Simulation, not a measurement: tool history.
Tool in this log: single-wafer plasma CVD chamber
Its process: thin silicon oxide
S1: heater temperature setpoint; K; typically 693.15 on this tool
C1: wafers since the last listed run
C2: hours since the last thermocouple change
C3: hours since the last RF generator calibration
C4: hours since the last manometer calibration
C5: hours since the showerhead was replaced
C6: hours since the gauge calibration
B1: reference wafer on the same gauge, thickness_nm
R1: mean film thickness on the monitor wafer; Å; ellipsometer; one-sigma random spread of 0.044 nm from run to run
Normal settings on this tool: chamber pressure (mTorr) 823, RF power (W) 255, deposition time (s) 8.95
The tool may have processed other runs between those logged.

{"run": 1, "hour": 0.0, "S1": 693.15, "chamber pressure (mTorr)": 823, "RF power (W)": 255, "deposition time (s)": 8.95, "C1": 0, "C2": 1043.3, "C3": 2038.3, "C4": 2673.8, "C5": 5210.5, "C6": 489.9, "B1": 15.797, "R1": 150.11}
{"run": 2, "hour": 49.1, "S1": 693.15, "chamber pressure (mTorr)": 823, "RF power (W)": 255, "deposition time (s)": 8.95, "C1": 1517, "C2": 1092.4, "C3": 2087.4, "C4": 2722.9, "C5": 5259.6, "C6": 539, "B1": 15.799, "R1": 150.7}
{"run": 3, "hour": 62.7, "S1": 693.15, "chamber pressure (mTorr)": 823, "RF power (W)": 255, "deposition time (s)": 8.95, "C1": 420, "C2": 1106, "C3": 2101, "C4": 2736.5, "C5": 5273.2, "C6": 552.6, "B1": 15.806, "R1": 149.41}
{"hour": 71.1, "done": "thermocouple changed; heater temperature recalibrated"}
{"run": 4, "hour": 80.2, "S1": 693.15, "chamber pressure (mTorr)": 823, "RF power (W)": 255, "deposition time (s)": 8.95, "C1": 293, "C2": 9.1, "C3": 2118.5, "C4": 2754, "C5": 5290.7, "C6": 570.1, "B1": 15.792, "R1": 150.38}
{"run": 5, "hour": 96.9, "S1": 693.15, "chamber pressure (mTorr)": 823, "RF power (W)": 255, "deposition time (s)": 8.95, "C1": 516, "C2": 25.8, "C3": 2135.2, "C4": 2770.7, "C5": 5307.4, "C6": 586.8, "B1": 15.8, "R1": 150.88}
{"hour": 114.3, "done": "RF generator calibrated"}
{"run": 6, "hour": 114.8, "S1": 693.15, "chamber pressure (mTorr)": 823, "RF power (W)": 255, "deposition time (s)": 8.95, "C1": 306, "C2": 43.7, "C3": 0.5, "C4": 2788.6, "C5": 5325.3, "C6": 604.7, "B1": 15.801, "R1": 160.87}
{"run": 7, "hour": 117.0, "S1": 693.15, "chamber pressure (mTorr)": 823, "RF power (W)": 255, "deposition time (s)": 8.95, "C1": 68, "C2": 45.9, "C3": 2.7, "C4": 2790.8, "C5": 5327.5, "C6": 606.9, "B1": 15.803, "R1": 160.22}
{"hour": 131.6, "done": "capacitance manometer re-zeroed and calibrated"}
{"run": 8, "hour": 132.1, "S1": 693.15, "chamber pressure (mTorr)": 944, "RF power (W)": 255, "deposition time (s)": 8.95, "C1": 219, "C2": 61, "C3": 17.8, "C4": 0.5, "C5": 5342.6, "C6": 622, "B1": 15.799, "R1": 170.57}
{"hour": 135.4, "done": "gauge calibrated"}
{"run": 9, "hour": 145.9, "S1": 693.15, "chamber pressure (mTorr)": 823, "RF power (W)": 255, "deposition time (s)": 8.95, "C1": 426, "C2": 74.8, "C3": 31.6, "C4": 14.3, "C5": 5356.4, "C6": 10.5, "B1": 15.798, "R1": 160.61}
{"run": 10, "hour": 162.1, "S1": 693.15, "chamber pressure (mTorr)": 823, "RF power (W)": 255, "deposition time (s)": 8.95, "C1": 500, "C2": 91, "C3": 47.8, "C4": 30.5, "C5": 5372.6, "C6": 26.7, "B1": 15.803, "R1": 159.77}
{"hour": 185.6, "done": "showerhead replaced"}
{"run": 11, "hour": 186.1, "S1": 693.15, "chamber pressure (mTorr)": 823, "RF power (W)": 215, "deposition time (s)": 8.95, "C1": 494, "C2": 115, "C3": 71.8, "C4": 54.5, "C5": 0.5, "C6": 50.7, "B1": 15.792, "R1": 140.68}
{"run": 12, "hour": 188.8, "S1": 693.15, "chamber pressure (mTorr)": 823, "RF power (W)": 255, "deposition time (s)": 8.95, "C1": 83, "C2": 117.7, "C3": 74.5, "C4": 57.2, "C5": 3.2, "C6": 53.4, "B1": 15.798, "R1": 159.04}
{"run": 13, "hour": 199.4, "S1": 697.15, "chamber pressure (mTorr)": 823, "RF power (W)": 210, "deposition time (s)": 8.95, "C1": 327, "C2": 128.3, "C3": 85.1, "C4": 67.8, "C5": 13.8, "C6": 64, "B1": 15.801, "R1": 138.48}
{"run": 14, "hour": 209.5, "S1": 679.15, "chamber pressure (mTorr)": 823, "RF power (W)": 290, "deposition time (s)": 8.95, "C1": 312, "C2": 138.4, "C3": 95.2, "C4": 77.9, "C5": 23.9, "C6": 74.1, "B1": 15.803, "R1": 174.4}
{"run": 15, "hour": 218.4, "S1": 693.15, "chamber pressure (mTorr)": 892, "RF power (W)": 255, "deposition time (s)": 8.95, "C1": 275, "C2": 147.3, "C3": 104.1, "C4": 86.8, "C5": 32.8, "C6": 83, "B1": 15.8, "R1": 165.35}
{"run": 16, "hour": 235.4, "S1": 693.15, "chamber pressure (mTorr)": 823, "RF power (W)": 255, "deposition time (s)": 8.95, "C1": 525, "C2": 164.3, "C3": 121.1, "C4": 103.8, "C5": 49.8, "C6": 100, "B1": 15.803, "R1": 159.24}
{"run": 17, "hour": 247.1, "S1": 699.15, "chamber pressure (mTorr)": 823, "RF power (W)": 255, "deposition time (s)": 8.95, "C1": 361, "C2": 176, "C3": 132.8, "C4": 115.5, "C5": 61.5, "C6": 111.7, "B1": 15.801, "R1": 158.85}
{"run": 18, "hour": 257.2, "S1": 693.15, "chamber pressure (mTorr)": 823, "RF power (W)": 305, "deposition time (s)": 8.95, "C1": 312, "C2": 186.1, "C3": 142.9, "C4": 125.6, "C5": 71.6, "C6": 121.8, "B1": 15.798, "R1": 176.57}
{"run": 19, "hour": 269.8, "S1": 707.15, "chamber pressure (mTorr)": 823, "RF power (W)": 255, "deposition time (s)": 8.95, "C1": 389, "C2": 198.7, "C3": 155.5, "C4": 138.2, "C5": 84.2, "C6": 134.4, "B1": 15.803, "R1": 157.05}
{"run": 20, "hour": 278.7, "S1": 702.15, "chamber pressure (mTorr)": 823, "RF power (W)": 215, "deposition time (s)": 8.95, "C1": 275, "C2": 207.6, "C3": 164.4, "C4": 147.1, "C5": 93.1, "C6": 143.3, "B1": 15.8, "R1": 139.56}
{"run": 21, "hour": 286.1, "S1": 693.15, "chamber pressure (mTorr)": 823, "RF power (W)": 255, "deposition time (s)": 8.95, "C1": 228, "C2": 215, "C3": 171.8, "C4": 154.5, "C5": 100.5, "C6": 150.7, "B1": 15.798, "R1": 158.29}
{"run": 22, "hour": 300.6, "S1": 693.15, "chamber pressure (mTorr)": 935, "RF power (W)": 255, "deposition time (s)": 7.65, "C1": 448, "C2": 229.5, "C3": 186.3, "C4": 169, "C5": 115, "C6": 165.2, "B1": 15.81, "R1": 142.73}
{"run": 23, "hour": 312.0, "S1": 708.15, "chamber pressure (mTorr)": 1026, "RF power (W)": 225, "deposition time (s)": 7.89, "C1": 352, "C2": 240.9, "C3": 197.7, "C4": 180.4, "C5": 126.4, "C6": 176.6, "B1": 15.789, "R1": 140.9}
{"run": 24, "hour": 326.9, "S1": 693.15, "chamber pressure (mTorr)": 823, "RF power (W)": 255, "deposition time (s)": 8.95, "C1": 460, "C2": 255.8, "C3": 212.6, "C4": 195.3, "C5": 141.3, "C6": 191.5, "B1": 15.806, "R1": 157.66}
{"run": 25, "hour": 344.0, "S1": 708.15, "chamber pressure (mTorr)": 675, "RF power (W)": 290, "deposition time (s)": 7.67, "C1": 528, "C2": 272.9, "C3": 229.7, "C4": 212.4, "C5": 158.4, "C6": 208.6, "B1": 15.799, "R1": 132.36}
{"run": 26, "hour": 350.8, "S1": 693.15, "chamber pressure (mTorr)": 823, "RF power (W)": 255, "deposition time (s)": 8.95, "C1": 210, "C2": 279.7, "C3": 236.5, "C4": 219.2, "C5": 165.2, "C6": 215.4, "B1": 15.807, "R1": 158.46}
{"run": 27, "hour": 358.9, "S1": 679.15, "chamber pressure (mTorr)": 823, "RF power (W)": 255, "deposition time (s)": 8.95, "C1": 250, "C2": 287.8, "C3": 244.6, "C4": 227.3, "C5": 173.3, "C6": 223.5, "B1": 15.796, "R1": 159.11}
{"run": 28, "hour": 372.8, "S1": 687.15, "chamber pressure (mTorr)": 882, "RF power (W)": 255, "deposition time (s)": 7.8, "C1": 429, "C2": 301.7, "C3": 258.5, "C4": 241.2, "C5": 187.2, "C6": 237.4, "B1": 15.796, "R1": 141.89}
{"run": 29, "hour": 383.6, "S1": 698.15, "chamber pressure (mTorr)": 702, "RF power (W)": 205, "deposition time (s)": 7.63, "C1": 333, "C2": 312.5, "C3": 269.3, "C4": 252, "C5": 198, "C6": 248.2, "B1": 15.799, "R1": 106.01}

How the hidden state differs across the entries between the runs, from the last listed run before each to the first after it:
In the gap between runs 3 and 4: thermocouple changed; heater temperature recalibrated (hour 71.1)
  delivered RF power above the setpoint (%): -9.38 -> -9.39
  measured less the result without the state, R1: -10.36 -> -10.45 Å
In the gap between runs 5 and 6: RF generator calibrated (hour 114.3)
  delivered RF power above the setpoint (%): -9.4 -> -0.346
  measured less the result without the state, R1: -10.49 -> -0.35 Å
In the gap between runs 7 and 8: capacitance manometer re-zeroed and calibrated (hour 131.6)
  delivered RF power above the setpoint (%): -0.373 -> -0.558
  measured less the result without the state, R1: -0.38 -> -0.61 Å
In the gap between runs 8 and 9: gauge calibrated (hour 135.4)
  delivered RF power above the setpoint (%): -0.558 -> -0.724
  measured less the result without the state, R1: -0.61 -> -0.74 Å
In the gap between runs 10 and 11: showerhead replaced (hour 185.6)
  delivered RF power above the setpoint (%): -0.913 -> -1.19
  measured less the result without the state, R1: -0.93 -> -1.22 Å
